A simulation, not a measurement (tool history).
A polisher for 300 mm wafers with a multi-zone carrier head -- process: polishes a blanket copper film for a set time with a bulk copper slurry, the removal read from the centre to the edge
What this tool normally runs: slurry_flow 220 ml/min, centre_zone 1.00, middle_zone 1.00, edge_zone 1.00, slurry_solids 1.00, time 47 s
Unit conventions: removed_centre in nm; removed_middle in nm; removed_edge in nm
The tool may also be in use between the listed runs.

run	hour	slurry_flow	centre_zone	middle_zone	edge_zone	slurry_solids	time	wafers since the last listed run	wafers polished on this pad	hours since the slurry nozzle was cleaned	hours since the centre zone pressure was calibrated	hours since the edge zone pressure was calibrated	hours since the carrier head's membrane was replaced	incoming thickness of the incoming film, nm	removed_centre	removed_middle	removed_edge
1	0.0	245	1.00	1.00	1.00	1.00	57	0	791	782.8	617.9	1145.8	1646.7	4305.8	487.6	465.0	479.5
2	9.1	220	1.00	1.00	1.00	1.00	47	134	926	791.9	627.0	1154.9	1655.8	4349.6	381.7	379.1	381.9
3	17.8	220	1.00	1.00	1.00	1.00	47	128	1054	800.6	635.7	1163.6	1664.5	4225.7	378.3	372.4	379.4
# hour 21.9: worn pad replaced by a new one
4	36.6	220	1.00	1.00	1.00	1.00	47	218	216	819.4	654.5	1182.4	1683.3	4253.8	425.5	415.5	424.9
5	49.5	220	1.00	1.05	1.00	1.00	47	190	407	832.3	667.4	1195.3	1696.2	4224.6	420.6	419.8	418.1
6	56.5	220	1.00	1.05	1.00	1.00	47	103	511	839.3	674.4	1202.3	1703.2	4369.0	403.9	421.4	411.4
7	71.0	220	1.00	1.05	1.00	1.00	47	214	725	853.8	688.9	1216.8	1717.7	4258.9	407.2	405.8	402.7
8	87.5	175	1.00	1.00	1.00	1.00	47	243	969	870.3	705.4	1233.3	1734.2	4361.3	364.8	368.1	379.0
# hour 95.4: worn pad replaced by a new one
9	95.9	175	1.00	1.00	1.00	1.00	47	65	7	878.7	713.8	1241.7	1742.6	4218.8	413.7	397.5	417.8
10	101.7	220	1.00	1.00	1.00	1.25	47	85	93	884.5	719.6	1247.5	1748.4	4304.2	433.5	433.9	441.3
11	109.3	220	0.94	1.00	1.00	1.20	40	112	206	892.1	727.2	1255.1	1756.0	4325.3	337.5	365.9	368.7
# hour 118.3: slurry nozzle cleaned
12	143.9	220	1.09	1.00	1.00	1.00	47	496	702	25.6	761.8	1289.7	1790.6	4274.5	436.9	385.3	390.0
13	153.7	220	1.00	1.00	1.00	1.00	56	144	847	35.4	771.6	1299.5	1800.4	4240.2	459.8	449.2	460.4
14	164.3	220	0.95	1.00	1.00	1.00	60	156	1004	46.0	782.2	1310.1	1811.0	4328.5	460.6	472.9	479.8
# hour 173.8: centre zone pressure recalibrated
# hour 178.5: worn pad replaced by a new one
15	193.1	220	1.00	1.00	0.89	1.00	47	337	215	74.8	19.3	1338.9	1839.8	4293.9	412.0	400.2	398.3
# hour 195.2: edge zone pressure recalibrated
16	203.9	220	1.00	1.00	1.06	1.00	47	130	345	85.6	30.1	8.7	1850.6	4278.2	411.6	396.2	418.2
17	213.0	220	1.00	1.00	1.00	1.00	47	134	480	94.7	39.2	17.8	1859.7	4356.7	399.8	386.2	403.3
# hour 224.4: carrier head's membrane replaced by a new one
18	227.8	220	1.00	1.00	1.00	1.00	47	144	625	109.5	54.0	32.6	3.4	4241.5	383.9	379.1	388.1
# hour 243.1: worn pad replaced by a new one
19	274.7	220	1.00	1.08	1.00	1.00	41	634	467	156.4	100.9	79.5	50.3	4280.5	353.9	370.0	354.8
# hour 307.4: worn pad replaced by a new one
20	313.2	220	1.00	1.00	1.00	0.70	47	510	85	194.9	139.4	118.0	88.8	4381.5	394.3	388.5	396.0
21	321.8	220	1.00	0.93	1.00	0.85	58	127	212	203.5	148.0	126.6	97.4	4323.5	504.7	461.3	498.7
22	330.2	220	1.00	1.00	0.94	1.00	58	124	336	211.9	156.4	135.0	105.8	4315.9	510.4	496.1	488.8

Below are 3 alternative next runs, each starting from the tool's condition after run 22. Predict each:
A	330.6	220	1.00	1.00	1.03	1.00	47	5	342	212.3	156.8	135.4	106.2	4336.1	?	?	?
B	330.6	220	1.00	1.11	1.00	0.80	54	5	342	212.3	156.8	135.4	106.2	4336.1	?	?	?
C	330.6	220	1.07	1.00	0.95	1.00	47	5	342	212.3	156.8	135.4	106.2	4336.1	?	?	?

run	removed_centre	removed_middle	removed_edge
A	405.9	400.4	417.9
B	446.4	480.9	453.1
C	433.9	400.3	404.7
Without the tool's hidden state the same runs would have given:
run	removed_centre	removed_middle	removed_edge
A	431.4	425.6	444.2
B	474.4	511.1	481.6
C	461.2	425.5	430.1
